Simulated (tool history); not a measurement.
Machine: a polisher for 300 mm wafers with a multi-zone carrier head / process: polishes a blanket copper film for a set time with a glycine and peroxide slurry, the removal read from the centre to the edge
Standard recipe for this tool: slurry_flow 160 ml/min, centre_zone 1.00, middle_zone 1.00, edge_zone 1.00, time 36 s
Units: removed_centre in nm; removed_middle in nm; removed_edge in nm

run	hour	slurry_flow	centre_zone	middle_zone	edge_zone	time	wafers since the last listed run	wafers polished on this pad	hours since the slurry nozzle was cleaned	hours since the centre zone pressure was calibrated	hours since the edge zone pressure was calibrated	hours since the carrier head's membrane was replaced	incoming thickness of the incoming film, nm	removed_centre	removed_middle	removed_edge
1	0.0	160	1.00	1.00	1.00	36	0	1801	405.1	1074.6	1164.7	2005.3	2016.9	259.6	258.0	268.3
2	29.4	160	1.00	1.00	1.00	36	388	2190	434.5	1104.0	1194.1	2034.7	1965.4	258.7	256.9	268.3
3	60.1	175	1.04	1.04	1.00	40	405	2596	465.2	1134.7	1224.8	2065.4	1967.2	298.8	294.3	286.9
# hour 82.1: edge zone pressure recalibrated
# hour 95.4: worn pad replaced by a new one
4	95.9	145	1.00	1.00	0.88	36	393	6	501.0	1170.5	13.8	2101.2	2017.5	275.3	272.5	268.5
5	116.1	160	1.00	1.06	1.00	45	267	273	521.2	1190.7	34.0	2121.4	2012.4	351.9	364.6	352.6
# hour 141.3: carrier head's membrane replaced by a new one
# hour 145.6: centre zone pressure recalibrated
6	146.1	160	1.00	1.00	1.00	36	304	577	551.2	0.5	64.0	4.8	1953.9	271.0	274.0	274.8
7	181.0	210	1.00	1.00	1.00	36	461	1039	586.1	35.4	98.9	39.7	2010.9	281.6	280.2	284.0
8	211.5	160	0.96	1.00	1.00	36	403	1442	616.6	65.9	129.4	70.2	1993.3	256.8	263.4	271.6
9	237.3	160	1.00	1.00	0.93	36	341	1783	642.4	91.7	155.2	96.0	1974.6	263.0	261.0	263.6
10	266.4	160	1.00	1.00	1.00	36	384	2168	671.5	120.8	184.3	125.1	1983.0	263.1	259.6	271.2
11	295.5	160	1.00	0.90	1.04	28	384	2552	700.6	149.9	213.4	154.2	1990.4	201.1	183.6	206.8
12	331.1	160	1.00	1.00	1.00	36	470	3023	736.2	185.5	249.0	189.8	1956.6	256.3	252.2	266.9
# hour 353.3: worn pad replaced by a new one
13	364.9	115	0.93	1.00	1.07	36	393	153	770.0	219.3	282.8	223.6	1999.0	238.0	258.1	274.3
14	385.8	140	1.06	1.00	1.00	27	276	429	790.9	240.2	303.7	244.5	1992.1	213.1	198.5	206.3
# hour 394.7: slurry nozzle cleaned
15	418.9	160	1.00	0.97	1.10	23	424	854	24.2	273.3	336.8	277.6	1962.0	170.2	163.8	180.3
16	451.0	185	1.00	1.00	0.96	36	424	1278	56.3	305.4	368.9	309.7	1954.0	271.6	267.5	268.3
17	477.8	115	1.00	1.00	1.00	36	354	1632	83.1	332.2	395.7	336.5	1977.0	245.7	242.9	256.8
18	510.4	160	1.00	1.00	1.00	36	430	2063	115.7	364.8	428.3	369.1	1988.1	258.3	257.7	264.4
19	530.6	160	1.00	1.00	0.89	36	267	2330	135.9	385.0	448.5	389.3	1997.3	253.5	254.2	250.5
20	554.7	160	1.00	1.00	1.00	36	318	2649	160.0	409.1	472.6	413.4	2006.0	255.5	252.2	262.0
21	578.9	160	1.00	0.90	1.00	36	319	2969	184.2	433.3	496.8	437.6	1954.2	252.1	230.5	256.8
# hour 592.9: worn pad replaced by a new one
22	601.4	160	1.00	1.00	1.00	36	244	112	206.7	455.8	519.3	460.1	1980.2	279.8	275.1	281.1
23	635.8	160	1.11	1.00	1.11	36	454	567	241.1	490.2	553.7	494.5	1945.3	303.3	271.8	296.0

What if the next run were any one of these 3? Each begins from the tool's condition after run 23:
A	636.2	160	1.05	1.00	1.00	36	5	572	241.5	490.6	554.1	494.9	1969.4	?	?	?
B	636.2	160	0.92	1.00	1.07	36	5	572	241.5	490.6	554.1	494.9	1969.4	?	?	?
C	636.2	145	0.88	1.04	1.00	36	5	572	241.5	490.6	554.1	494.9	1969.4	?	?	?

run	removed_centre	removed_middle	removed_edge
A	287.0	268.8	275.8
B	251.2	269.0	284.6
C	235.9	273.6	272.5
Stripped of hidden state, with their random variation kept, the same runs would have yielded:
run	removed_centre	removed_middle	removed_edge
A	292.6	274.1	281.2
B	256.1	274.2	290.2
C	240.5	279.0	277.8
